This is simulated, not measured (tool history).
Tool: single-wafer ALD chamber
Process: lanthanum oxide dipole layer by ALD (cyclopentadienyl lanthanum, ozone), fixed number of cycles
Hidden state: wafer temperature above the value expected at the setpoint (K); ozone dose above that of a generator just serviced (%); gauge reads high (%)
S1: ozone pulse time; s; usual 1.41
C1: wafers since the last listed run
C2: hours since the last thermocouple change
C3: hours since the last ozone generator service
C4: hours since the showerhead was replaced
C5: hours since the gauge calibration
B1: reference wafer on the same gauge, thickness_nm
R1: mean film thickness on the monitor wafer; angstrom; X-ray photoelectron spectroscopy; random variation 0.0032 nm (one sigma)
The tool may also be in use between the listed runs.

| run | hour | S1 | C1 | C2 | C3 | C4 | C5 | B1 | R1 |
|---|---|---|---|---|---|---|---|---|---|
| 1 | 0 | 1.69 | 0 | 810.1 | 814.2 | 6306.8 | 649.4 | 0.448 | 5.56 |
| 2 | 24.2 | 1.69 | 413 | 834.3 | 838.4 | 6331 | 673.6 | 0.448 | 5.55 |
| 3 | 60.4 | 1.69 | 618 | 870.5 | 874.6 | 6367.2 | 709.8 | 0.447 | 5.54 |
| 4 | 126.2 | 1.41 | 1124 | 936.3 | 940.4 | 6433 | 775.6 | 0.448 | 5.29 |
| 5 | 146 | 1.41 | 338 | 956.1 | 960.2 | 6452.8 | 795.4 | 0.448 | 5.28 |
|  | 171.9 | showerhead replaced |
| 6 | 179.5 | 1.41 | 435 | 989.6 | 993.7 | 7.6 | 828.9 | 0.448 | 5.35 |
| 7 | 211.6 | 1.41 | 548 | 1021.7 | 1025.8 | 39.7 | 861 | 0.449 | 5.29 |
| 8 | 245.1 | 1.41 | 572 | 1055.2 | 1059.3 | 73.2 | 894.5 | 0.448 | 5.26 |
| 9 | 267.5 | 1.41 | 382 | 1077.6 | 1081.7 | 95.6 | 916.9 | 0.447 | 5.28 |
| 10 | 298.7 | 1.41 | 533 | 1108.8 | 1112.9 | 126.8 | 948.1 | 0.447 | 5.2 |
| 11 | 310.7 | 1.41 | 205 | 1120.8 | 1124.9 | 138.8 | 960.1 | 0.448 | 5.24 |
|  | 326.4 | thermocouple changed; heater temperature recalibrated |
| 12 | 326.9 | 1.41 | 140 | 0.5 | 1141.1 | 155 | 976.3 | 0.448 | 5.25 |
| 13 | 343 | 1.41 | 275 | 16.6 | 1157.2 | 171.1 | 992.4 | 0.448 | 5.19 |
|  | 364.9 | ozone generator serviced |
| 14 | 365.4 | 1.97 | 246 | 39 | 0.5 | 193.5 | 1014.8 | 0.448 | 5.73 |
| 15 | 376.2 | 1.41 | 184 | 49.8 | 11.3 | 204.3 | 1025.6 | 0.448 | 5.41 |
| 16 | 389.8 | 1.41 | 232 | 63.4 | 24.9 | 217.9 | 1039.2 | 0.448 | 5.44 |
|  | 415 | gauge calibrated |
| 17 | 424.5 | 1.87 | 593 | 98.1 | 59.6 | 252.6 | 9.5 | 0.448 | 5.66 |
| 18 | 439.4 | 1.79 | 254 | 113 | 74.5 | 267.5 | 24.4 | 0.449 | 5.69 |
| 19 | 456.2 | 1.02 | 287 | 129.8 | 91.3 | 284.3 | 41.2 | 0.448 | 4.77 |
| 20 | 482.7 | 1.83 | 452 | 156.3 | 117.8 | 310.8 | 67.7 | 0.448 | 5.7 |
| 21 | 512.3 | 1.67 | 505 | 185.9 | 147.4 | 340.4 | 97.3 | 0.448 | 5.58 |
| 22 | 582.7 | 1.59 | 1203 | 256.3 | 217.8 | 410.8 | 167.7 | 0.448 | 5.55 |
| 23 | 615.6 | 1.66 | 562 | 289.2 | 250.7 | 443.7 | 200.6 | 0.448 | 5.56 |
| 24 | 645.9 | 1.41 | 517 | 319.5 | 281 | 474 | 230.9 | 0.449 | 5.4 |
| 25 | 681.1 | 1.74 | 601 | 354.7 | 316.2 | 509.2 | 266.1 | 0.447 | 5.65 |
| 26 | 704 | 1.41 | 391 | 377.6 | 339.1 | 532.1 | 289 | 0.449 | 5.41 |
| 27 | 726.8 | 1.41 | 389 | 400.4 | 361.9 | 554.9 | 311.8 | 0.447 | 5.35 |
| 28 | 756.4 | 1.84 | 505 | 430 | 391.5 | 584.5 | 341.4 | 0.448 | 5.6 |
| 29 | 769 | 1.65 | 215 | 442.6 | 404.1 | 597.1 | 354 | 0.448 | 5.57 |
| 30 | 794.1 | 1.41 | 428 | 467.7 | 429.2 | 622.2 | 379.1 | 0.449 | 5.4 |
| 31 | 812.3 | 1.72 | 311 | 485.9 | 447.4 | 640.4 | 397.3 | 0.448 | 5.58 |
| 32 | 837 | 1.96 | 422 | 510.6 | 472.1 | 665.1 | 422 | 0.449 | 5.67 |
| 33 | 854.4 | 1.24 | 297 | 528 | 489.5 | 682.5 | 439.4 | 0.448 | 5.16 |
| 34 | 869.3 | 1.41 | 254 | 542.9 | 504.4 | 697.4 | 454.3 | 0.448 | 5.39 |
| 35 | 945.1 | 1.92 | 1295 | 618.7 | 580.2 | 773.2 | 530.1 | 0.448 | 5.69 |

The tool's hidden state at each run:
wafer temperature above the value expected at the setpoint (K): 0 in every run
gauge reads high (%): 0 in every run
H1: ozone dose above that of a generator just serviced (%)
| run | H1 |
|---|---|
| 1 | -6.34 |
| 2 | -6.66 |
| 3 | -7.16 |
| 4 | -8.12 |
| 5 | -8.42 |
| 6 | -8.95 |
| 7 | -9.47 |
| 8 | -10 |
| 9 | -10.4 |
| 10 | -11 |
| 11 | -11.2 |
| 12 | -11.5 |
| 13 | -11.8 |
| 14 | -0.492 |
| 15 | -0.493 |
| 16 | -0.497 |
| 17 | -0.521 |
| 18 | -0.537 |
| 19 | -0.559 |
| 20 | -0.604 |
| 21 | -0.667 |
| 22 | -0.874 |
| 23 | -0.998 |
| 24 | -1.13 |
| 25 | -1.3 |
| 26 | -1.42 |
| 27 | -1.54 |
| 28 | -1.72 |
| 29 | -1.8 |
| 30 | -1.97 |
| 31 | -2.1 |
| 32 | -2.28 |
| 33 | -2.42 |
| 34 | -2.54 |
| 35 | -3.2 |
